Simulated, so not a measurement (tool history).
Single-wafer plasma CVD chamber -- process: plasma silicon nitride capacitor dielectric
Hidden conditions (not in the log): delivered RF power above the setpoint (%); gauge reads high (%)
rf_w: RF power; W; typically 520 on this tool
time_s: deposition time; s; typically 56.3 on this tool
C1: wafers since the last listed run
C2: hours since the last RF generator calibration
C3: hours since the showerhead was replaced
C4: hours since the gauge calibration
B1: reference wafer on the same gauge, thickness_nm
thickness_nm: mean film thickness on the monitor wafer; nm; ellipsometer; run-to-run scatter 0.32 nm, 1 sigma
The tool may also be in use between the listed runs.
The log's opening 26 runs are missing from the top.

Run 27, hour 2404.9: usual settings but rf_w 560 W, time_s 67.5 s; C1 1750; C2 212.5; C3 865.5; C4 897.4; B1 98.344. Result: thickness_nm 100.881 nm.
Run 28, hour 2499.9: usual settings but rf_w 460 W, time_s 63 s; C1 2550; C2 307.5; C3 960.5; C4 992.4; B1 98.27. Result: thickness_nm 87.611 nm.
Run 29, hour 2579.8: usual settings but rf_w 465 W; C1 2145; C2 387.4; C3 1040.4; C4 1072.3; B1 98.316. Result: thickness_nm 78.719 nm.
Run 30, hour 2663.8: usual settings; C1 2255; C2 471.4; C3 1124.4; C4 1156.3; B1 98.273. Result: thickness_nm 81.676 nm.
Run 31, hour 2708.9: usual settings but rf_w 440 W, time_s 65.9 s; C1 1210; C2 516.5; C3 1169.5; C4 1201.4; B1 98.265. Result: thickness_nm 90.709 nm.
Run 32, hour 2749.1: usual settings; C1 1079; C2 556.7; C3 1209.7; C4 1241.6; B1 98.284. Result: thickness_nm 81.519 nm.
Run 33, hour 2791.1: usual settings but rf_w 415 W, time_s 61.7 s; C1 1127; C2 598.7; C3 1251.7; C4 1283.6; B1 98.305. Result: thickness_nm 82.371 nm.
Run 34, hour 2835: usual settings but rf_w 435 W, time_s 47 s; C1 1178; C2 642.6; C3 1295.6; C4 1327.5; B1 98.401. Result: thickness_nm 63.961 nm.
Run 35, hour 2932.6: usual settings but time_s 66.1 s; C1 2620; C2 740.2; C3 1393.2; C4 1425.1; B1 98.285. Result: thickness_nm 95.894 nm.
Run 36, hour 3008.8: usual settings but rf_w 440 W, time_s 52.4 s; C1 2045; C2 816.4; C3 1469.4; C4 1501.3; B1 98.302. Result: thickness_nm 71.59 nm.
Run 37, hour 3071.5: usual settings but rf_w 615 W, time_s 65.3 s; C1 1683; C2 879.1; C3 1532.1; C4 1564; B1 98.351. Result: thickness_nm 100.097 nm.
Run 38, hour 3120.9: usual settings but rf_w 600 W; C1 1326; C2 928.5; C3 1581.5; C4 1613.4; B1 98.346. Result: thickness_nm 85.508 nm.
Run 39, hour 3193.3: usual settings; C1 1943; C2 1000.9; C3 1653.9; C4 1685.8; B1 98.386. Result: thickness_nm 81.073 nm.
Run 40, hour 3279.9: usual settings but rf_w 425 W; C1 2325; C2 1087.5; C3 1740.5; C4 1772.4; B1 98.316. Result: thickness_nm 74.902 nm.
Run 41, hour 3352.9: usual settings but rf_w 590 W, time_s 64.8 s; C1 1959; C2 1160.5; C3 1813.5; C4 1845.4; B1 98.309. Result: thickness_nm 97.29 nm.
Run 42, hour 3452: usual settings but rf_w 480 W, time_s 67.5 s; C1 2660; C2 1259.6; C3 1912.6; C4 1944.5; B1 98.329. Result: thickness_nm 93.691 nm.
Run 43, hour 3490.1: usual settings but rf_w 420 W, time_s 66.8 s; C1 1022; C2 1297.7; C3 1950.7; C4 1982.6; B1 98.256. Result: thickness_nm 88.002 nm.

Alternative continuations, all from the tool just after run 43; predict every row:
Run A, hour 3490.5: usual settings but rf_w 475 W; C1 10; C2 1298.1; C3 1951.1; C4 1983; B1 ?. Result: thickness_nm ?.
Run B, hour 3490.5: usual settings but rf_w 455 W; C1 10; C2 1298.1; C3 1951.1; C4 1983; B1 ?. Result: thickness_nm ?.
Run C, hour 3490.5: usual settings but rf_w 470 W, time_s 50 s; C1 10; C2 1298.1; C3 1951.1; C4 1983; B1 ?. Result: thickness_nm ?.
Run D, hour 3490.5: usual settings but rf_w 590 W, time_s 52.2 s; C1 10; C2 1298.1; C3 1951.1; C4 1983; B1 ?. Result: thickness_nm ?.
Run E, hour 3490.5: usual settings but rf_w 455 W, time_s 47 s; C1 10; C2 1298.1; C3 1951.1; C4 1983; B1 ?. Result: thickness_nm ?.

run      B1  thickness_nm
  A  98.293        78.071
  B  98.293        76.851
  C  98.293        69.068
  D  98.293        78.205
  E  98.293        64.156
The same runs, with their run-to-run variation unchanged, on a tool lacking any hidden condition would have given:
run  thickness_nm
  A        80.249
  B        78.995
  C        70.994
  D        80.387
  E        65.946

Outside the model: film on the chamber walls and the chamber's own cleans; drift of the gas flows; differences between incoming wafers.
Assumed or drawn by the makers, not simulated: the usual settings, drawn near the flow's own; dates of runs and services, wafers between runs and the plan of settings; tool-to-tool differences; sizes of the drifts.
